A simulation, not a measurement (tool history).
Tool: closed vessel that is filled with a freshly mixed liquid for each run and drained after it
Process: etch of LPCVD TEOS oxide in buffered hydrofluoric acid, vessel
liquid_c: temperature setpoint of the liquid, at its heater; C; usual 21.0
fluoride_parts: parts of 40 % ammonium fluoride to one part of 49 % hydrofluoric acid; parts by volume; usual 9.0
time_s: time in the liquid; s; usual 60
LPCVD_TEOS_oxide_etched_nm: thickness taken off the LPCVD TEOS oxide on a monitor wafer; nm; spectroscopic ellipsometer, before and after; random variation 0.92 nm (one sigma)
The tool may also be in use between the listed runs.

run,day,liquid_c,fluoride_parts,time_s,wafers since the last listed run,hours since the thermometer was replaced,hours since the hydrofluoric acid flow meter was replaced,hours since the gauge calibration,"read-back film thickness of the LPCVD TEOS oxide reference wafer, read on the same gauge (nm)",LPCVD_TEOS_oxide_etched_nm
1,0.000,21.0,9.0,60,0,924.0,1373.5,582.9,60.01,120.67
2,3.375,21.0,9.0,60,12054,1005.0,1454.5,663.9,60.01,118.66
3,7.571,21.0,9.0,60,14986,1105.7,1555.2,764.6,59.97,119.19
4,10.992,21.0,9.0,60,12218,1187.8,1637.3,846.7,60.01,119.66
# day 14.000: thermometer replaced
5,14.750,21.0,9.0,60,13275,18.0,1727.5,936.9,59.99,109.75
# day 15.038: hydrofluoric acid flow meter replaced
6,16.388,21.0,7.5,60,5700,57.3,32.4,976.2,60.01,134.95
# day 18.571: gauge calibrated
7,20.538,21.0,7.5,60,14823,156.9,132.0,47.2,59.99,133.46
# day 23.642: thermometer replaced, repeated, since the last time left the tool worse
8,23.971,21.0,9.0,60,12114,7.9,214.4,129.6,60.00,129.29
9,28.300,21.0,9.0,95,15463,111.8,318.3,233.5,60.01,203.65
10,30.150,17.5,11.5,30,6607,156.2,362.7,277.9,59.99,43.50
11,33.808,21.0,9.0,95,13067,244.0,450.5,365.7,60.02,203.63
12,36.975,21.0,9.0,50,11310,320.0,526.5,441.7,60.01,105.57

The next listed run, before its measurement:
13,38.479,21.0,9.0,70,5372,356.1,562.6,477.8,?,?

read-back film thickness of the LPCVD TEOS oxide reference wafer, read on the same gauge (nm): 59.99
LPCVD_TEOS_oxide_etched_nm: 149.93 nm
Without the tool's hidden state the same run would have given LPCVD_TEOS_oxide_etched_nm 154.94 nm.
